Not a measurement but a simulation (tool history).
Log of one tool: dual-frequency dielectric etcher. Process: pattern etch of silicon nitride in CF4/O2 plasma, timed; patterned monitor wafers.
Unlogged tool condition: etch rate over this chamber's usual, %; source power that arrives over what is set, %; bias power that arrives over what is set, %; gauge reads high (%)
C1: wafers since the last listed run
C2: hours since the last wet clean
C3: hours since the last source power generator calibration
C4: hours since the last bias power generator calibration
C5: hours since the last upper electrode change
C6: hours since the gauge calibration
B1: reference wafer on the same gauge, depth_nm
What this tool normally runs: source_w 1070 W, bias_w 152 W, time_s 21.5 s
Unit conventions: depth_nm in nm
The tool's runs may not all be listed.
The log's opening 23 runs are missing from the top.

run 24 day=46.008 | source_w=1300 bias_w=164 time_s=26.5 | C1=964 C2=253.2 C3=558.9 C4=902.2 C5=649.7 C6=910.3 | B1=80.8 | depth_nm=122.3
run 25 day=47.075 | source_w=1070 bias_w=152 time_s=16.5 | C1=381 C2=278.8 C3=584.5 C4=927.8 C5=675.3 C6=935.9 | B1=80.8 | depth_nm=62.3
run 26 day=48.658 | source_w=1210 bias_w=152 time_s=26.5 | C1=566 C2=316.8 C3=622.5 C4=965.8 C5=713.3 C6=973.9 | B1=81 | depth_nm=111.7
run 27 day=51.067 | source_w=1070 bias_w=152 time_s=19 | C1=861 C2=374.6 C3=680.3 C4=1023.6 C5=771.1 C6=1031.7 | B1=80.7 | depth_nm=72.7
run 28 day=53.054 | source_w=1170 bias_w=152 time_s=21.5 | C1=710 C2=422.3 C3=728 C4=1071.3 C5=818.8 C6=1079.4 | B1=81 | depth_nm=87.9
-- day=54.167 wet clean of the chamber
run 29 day=54.188 | source_w=1160 bias_w=162 time_s=21.5 | C1=47 C2=0.5 C3=755.2 C4=1098.5 C5=846 C6=1106.6 | B1=80.7 | depth_nm=89.2
run 30 day=55.138 | source_w=1280 bias_w=127 time_s=16 | C1=339 C2=23.3 C3=778 C4=1121.3 C5=868.8 C6=1129.4 | B1=80.9 | depth_nm=65
run 31 day=57.45 | source_w=1220 bias_w=173 time_s=17.5 | C1=827 C2=78.8 C3=833.5 C4=1176.8 C5=924.3 C6=1184.9 | B1=80.7 | depth_nm=77.4

Consider 3 possible next runs. They are alternatives, not a sequence: every one starts from the tool as it was left by run 31. What does each give?
run A day=57.467 | source_w=1070 bias_w=152 time_s=21.5 | C1=5 C2=79.2 C3=833.9 C4=1177.2 C5=924.7 C6=1185.3 | B1=? | depth_nm=?
run B day=57.467 | source_w=1330 bias_w=152 time_s=19 | C1=5 C2=79.2 C3=833.9 C4=1177.2 C5=924.7 C6=1185.3 | B1=? | depth_nm=?
run C day=57.467 | source_w=1070 bias_w=178 time_s=16.5 | C1=5 C2=79.2 C3=833.9 C4=1177.2 C5=924.7 C6=1185.3 | B1=? | depth_nm=?

run=A B1=80.9 depth_nm=81.9
run=B B1=80.9 depth_nm=86.1
run=C B1=80.9 depth_nm=67.4
Without the tool's unlogged condition, the same runs would have read:
run=A depth_nm=83
run=B depth_nm=87.3
run=C depth_nm=68.4
